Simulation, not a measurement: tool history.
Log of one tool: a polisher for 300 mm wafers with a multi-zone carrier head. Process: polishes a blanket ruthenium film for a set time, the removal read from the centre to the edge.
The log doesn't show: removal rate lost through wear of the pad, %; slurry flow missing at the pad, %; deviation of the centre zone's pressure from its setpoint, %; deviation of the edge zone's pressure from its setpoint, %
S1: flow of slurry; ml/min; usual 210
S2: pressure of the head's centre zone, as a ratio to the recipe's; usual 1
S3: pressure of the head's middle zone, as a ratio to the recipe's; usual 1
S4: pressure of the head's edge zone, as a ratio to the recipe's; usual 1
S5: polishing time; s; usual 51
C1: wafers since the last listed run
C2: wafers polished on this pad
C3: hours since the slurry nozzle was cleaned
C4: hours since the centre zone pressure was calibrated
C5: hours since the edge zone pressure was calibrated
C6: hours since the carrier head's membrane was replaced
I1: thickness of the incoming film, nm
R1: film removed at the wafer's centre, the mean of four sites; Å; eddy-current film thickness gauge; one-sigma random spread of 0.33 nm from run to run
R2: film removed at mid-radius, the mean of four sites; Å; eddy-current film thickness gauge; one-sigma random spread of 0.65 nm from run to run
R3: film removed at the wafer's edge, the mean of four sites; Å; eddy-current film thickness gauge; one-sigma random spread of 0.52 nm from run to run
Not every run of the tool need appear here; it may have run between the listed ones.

run 1 day=0 | S1=210 S2=1 S3=1 S4=0.89 S5=39 | C1=0 C2=1347 C3=177.7 C4=34.7 C5=1446.5 C6=154.6 | I1=525.5 | R1=382 R2=392 R3=360
run 2 day=0.533 | S1=210 S2=1 S3=1 S4=1 S5=36 | C1=171 C2=1518 C3=190.5 C4=47.5 C5=1459.3 C6=167.4 | I1=518.8 | R1=355 R2=362 R3=340
run 3 day=1.279 | S1=275 S2=1 S3=1 S4=1 S5=65 | C1=239 C2=1758 C3=208.4 C4=65.4 C5=1477.2 C6=185.3 | I1=517.5 | R1=664 R2=668 R3=647
-- day=2.475 edge zone pressure recalibrated
run 4 day=2.496 | S1=210 S2=1.08 S3=1 S4=1 S5=37 | C1=364 C2=2123 C3=237.6 C4=94.6 C5=0.5 C6=214.5 | I1=524 | R1=390 R2=372 R3=354
run 5 day=3.554 | S1=210 S2=0.95 S3=1 S4=1 S5=51 | C1=340 C2=2463 C3=263 C4=120 C5=25.9 C6=239.9 | I1=520.9 | R1=471 R2=507 R3=485
run 6 day=4.812 | S1=210 S2=1 S3=1 S4=1 S5=39 | C1=404 C2=2868 C3=293.2 C4=150.2 C5=56.1 C6=270.1 | I1=519.1 | R1=371 R2=376 R3=372
run 7 day=5.433 | S1=210 S2=1 S3=1 S4=1.05 S5=51 | C1=199 C2=3068 C3=308.1 C4=165.1 C5=71 C6=285 | I1=522.3 | R1=490 R2=482 R3=496
run 8 day=5.954 | S1=210 S2=1 S3=1 S4=0.96 S5=51 | C1=167 C2=3236 C3=320.6 C4=177.6 C5=83.5 C6=297.5 | I1=520.7 | R1=485 R2=483 R3=475
run 9 day=6.929 | S1=210 S2=1 S3=1 S4=1 S5=51 | C1=313 C2=3549 C3=344 C4=201 C5=106.9 C6=320.9 | I1=514 | R1=488 R2=485 R3=477
-- day=7.121 worn pad replaced by a new one
run 10 day=8.25 | S1=210 S2=1 S3=1 S4=1 S5=35 | C1=371 C2=363 C3=375.7 C4=232.7 C5=138.6 C6=352.6 | I1=514.6 | R1=346 R2=359 R3=342
run 11 day=9.108 | S1=210 S2=1 S3=1 S4=1 S5=51 | C1=276 C2=639 C3=396.3 C4=253.3 C5=159.2 C6=373.2 | I1=515.9 | R1=508 R2=510 R3=504
run 12 day=10.429 | S1=260 S2=1 S3=1 S4=1.1 S5=38 | C1=424 C2=1064 C3=428 C4=285 C5=190.9 C6=404.9 | I1=517.4 | R1=388 R2=388 R3=392
run 13 day=11.538 | S1=210 S2=1 S3=1 S4=1.05 S5=51 | C1=356 C2=1421 C3=454.6 C4=311.6 C5=217.5 C6=431.5 | I1=513.7 | R1=502 R2=507 R3=505

Expected results for the next run?
run 14 day=12.054 | S1=210 S2=1 S3=1 S4=1 S5=44 | C1=166 C2=1587 C3=467 C4=324 C5=229.9 C6=443.9 | I1=517 | R1=? R2=? R3=?

{"run 14": {"R1": 434, "R2": 436, "R3": 428}}
Had the tool carried no hidden state, the very same run would have given R1 440 Å, R2 441 Å, R3 433 Å.
